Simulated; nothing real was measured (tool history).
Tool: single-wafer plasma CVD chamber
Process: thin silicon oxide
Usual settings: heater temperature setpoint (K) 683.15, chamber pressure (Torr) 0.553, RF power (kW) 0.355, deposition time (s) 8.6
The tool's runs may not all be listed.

run	day	heater temperature setpoint (K)	chamber pressure (Torr)	RF power (kW)	deposition time (s)	read-back reference wafer on the same gauge, thickness_nm	mean film thickness on the monitor wafer (Å)
1	0	683.15	0.495	0.355	8.6	11.806	111.14
2	1.229	683.15	0.553	0.355	8.6	11.807	122.9
# day 1.646: gauge calibrated
3	1.892	683.15	0.553	0.355	8.6	11.814	123.61
4	2.954	683.15	0.553	0.355	7.27	11.797	104.21
5	3.983	683.15	0.646	0.355	8.6	11.807	143.86
6	5.371	683.15	0.646	0.355	8.6	11.798	142.74
7	6.154	683.15	0.553	0.355	8.6	11.81	122.86
8	7.021	683.15	0.582	0.305	8.6	11.801	125.46
9	8.433	683.15	0.582	0.305	8.6	11.815	125.5
# day 9.321: capacitance manometer re-zeroed and calibrated
10	9.817	683.15	0.582	0.305	8.6	11.802	117.97
11	11.067	683.15	0.634	0.355	8.6	11.807	132.42
# day 11.829: thermocouple changed; heater temperature recalibrated
12	11.85	683.15	0.634	0.355	8.6	11.801	132.73
13	12.275	683.15	0.553	0.355	8.6	11.795	115.55
# day 13.3: RF generator calibrated
14	13.321	683.15	0.553	0.355	8.6	11.811	116.5
15	14.433	683.15	0.553	0.355	8.6	11.802	116.5

The next listed run, before its measurement:
16	14.958	683.15	0.688	0.355	10.07	?	?

read-back reference wafer on the same gauge, thickness_nm: 11.782
mean film thickness on the monitor wafer (Å): 169.82
Without the tool's hidden state the same run would have given mean film thickness on the monitor wafer (Å) 167.11.
